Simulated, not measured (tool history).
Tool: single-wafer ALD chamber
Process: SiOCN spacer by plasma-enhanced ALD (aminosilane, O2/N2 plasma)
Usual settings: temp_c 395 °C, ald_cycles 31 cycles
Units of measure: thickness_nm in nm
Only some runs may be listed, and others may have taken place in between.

run,day,temp_c,ald_cycles,"read-back reference wafer on the same gauge, thickness_nm",thickness_nm
1,0.000,395,31,2.161,1.976
2,0.379,395,31,2.160,1.976
3,0.783,395,31,2.160,1.982
4,2.333,395,31,2.159,1.984
5,2.854,395,31,2.161,1.993
6,3.554,402,33,2.160,2.105
7,4.104,395,31,2.160,1.977
8,4.512,395,31,2.160,1.976
9,4.888,388,29,2.159,1.864
10,5.321,388,29,2.160,1.855
11,5.671,395,31,2.159,1.981
12,6.275,395,34,2.161,2.172
13,6.775,395,34,2.161,2.174
14,7.488,395,34,2.161,2.165
15,8.088,395,35,2.159,2.244
16,8.675,395,35,2.160,2.241
17,9.038,395,35,2.161,2.230
18,9.771,395,31,2.160,1.982
19,10.504,395,31,2.160,1.978
20,10.883,402,31,2.160,1.968
21,11.296,402,31,2.161,1.978
22,11.621,395,25,2.160,1.592
23,13.279,395,31,2.161,1.978
24,13.538,406,31,2.160,1.958
25,13.912,400,25,2.161,1.602
26,14.500,395,31,2.160,1.987
27,14.775,395,31,2.161,1.980
28,15.367,382,29,2.160,1.852
29,15.804,386,27,2.160,1.729
30,17.079,395,31,2.159,1.968
31,17.350,385,26,2.159,1.664
32,18.054,395,31,2.160,1.984
33,18.771,395,31,2.160,1.981
34,19.129,405,36,2.160,2.276
35,19.492,387,26,2.159,1.662
36,19.825,408,37,2.160,2.312
37,20.375,407,34,2.160,2.136
38,20.850,395,33,2.160,2.112
39,21.450,395,31,2.160,1.978
40,22.154,390,28,2.160,1.792
41,22.558,402,33,2.159,2.104
42,23.012,395,31,2.159,1.981

Removed from this log: 2 entries logged between the listed runs. Between which two listed runs does each belong, and how does the tool's hidden state at the listed run before it compare with that at the listed run after it?
Between runs 17 and 18: thermocouple changed; heater temperature recalibrated (day 9.638)
  the hidden state is the same at both runs
Between runs 28 and 29: gauge calibrated (day 15.662)
  the hidden state is the same at both runs

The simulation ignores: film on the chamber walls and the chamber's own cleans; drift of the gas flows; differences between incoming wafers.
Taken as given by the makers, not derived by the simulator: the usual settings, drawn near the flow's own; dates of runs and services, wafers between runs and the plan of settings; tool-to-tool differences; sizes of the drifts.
